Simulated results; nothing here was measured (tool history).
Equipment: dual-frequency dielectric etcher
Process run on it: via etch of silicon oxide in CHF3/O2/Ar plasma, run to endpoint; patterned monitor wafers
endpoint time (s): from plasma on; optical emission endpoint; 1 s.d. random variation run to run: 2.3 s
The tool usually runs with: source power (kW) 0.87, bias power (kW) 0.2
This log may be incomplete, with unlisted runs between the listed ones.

run      day  source power (kW)  bias power (kW)  incoming incoming film thickness, nm  endpoint time (s)
  1        0               0.87              0.2                                 665.5              293.5
  2    2.862               0.87              0.2                                 662.4              297.1
  3    5.367               0.87              0.2                                 665.1              294.2
  4    7.271               0.87            0.177                                 666.1              319.2
  5   10.058               0.87              0.2                                   668              302.1
  6   13.492               0.87              0.2                                 672.8              306.4
      14.796  -- wet clean of the chamber
  7   17.758               0.87              0.2                                 662.8              294.2
  8   23.629               0.87              0.2                                 661.9              292.5
  9   31.458               0.87              0.2                                 669.8              300.5
 10   33.404               0.74              0.2                                 657.5              321.4
 11     37.5               0.87              0.2                                 661.7              305.3
      39.046  -- wet clean of the chamber
 12   41.871               0.87              0.2                                 660.3              294.3
      49.754  -- upper electrode replaced
 13   50.433               0.87              0.2                                 666.5              299.9
 14   51.946               0.87              0.2                                 669.2              297.8
 15     54.9               0.87              0.2                                 666.2                307
 16   59.338               0.87              0.2                                 658.5              308.4
        61.4  -- bias power generator calibrated
      66.146  -- wet clean of the chamber
 17   66.842               0.87            0.161                                 665.6              324.5
 18     70.1               0.87            0.157                                 662.3                326
 19   72.117               1.07              0.2                                   662                268
 20   74.775               1.02            0.187                                 661.8              285.1
 21   76.617               0.98              0.2                                 666.2              279.9
 22   80.454               0.73            0.243                                 661.7              300.6
      89.771  -- wet clean of the chamber
 23   90.867               0.87              0.2                                   668              293.4
      91.996  -- source power generator calibrated
 24   94.062               0.87              0.2                                   672              297.8
 25   96.658               1.04            0.241                                 661.6              249.4
 26  100.954               0.94              0.2                                 656.7              285.8
 27  103.596               0.87              0.2                                 665.6              301.6
 28  108.042                0.8            0.154                                 659.4              353.8
     111.371  -- wet clean of the chamber
 29   111.75               0.87            0.171                                 672.7              310.9
 30  113.417               0.87              0.2                                 665.2              292.3
 31  115.267                0.8            0.249                                 666.9              274.5
 32  117.946               0.87              0.2                                 663.1              293.6

List, for all runs, the conditions of the tool that the log does not record:
source power that arrives over what is set, %: 0 across all the runs
bias power that arrives over what is set, %: 0 across all the runs
H1: etch rate over this chamber's usual, %
run      H1
  1   -1.37
  2   -1.97
  3   -2.49
  4   -2.89
  5   -3.47
  6   -4.19
  7  -0.274
  8    -1.5
  9   -3.14
 10   -3.54
 11    -4.4
 12   -1.21
 13      -3
 14   -3.31
 15   -3.93
 16   -4.86
 17  -0.597
 18   -1.28
 19    -1.7
 20   -2.26
 21   -2.64
 22   -3.44
 23  -0.491
 24   -1.16
 25    -1.7
 26    -2.6
 27   -3.15
 28   -4.08
 29   0.223
 30  -0.125
 31  -0.512
 32   -1.07
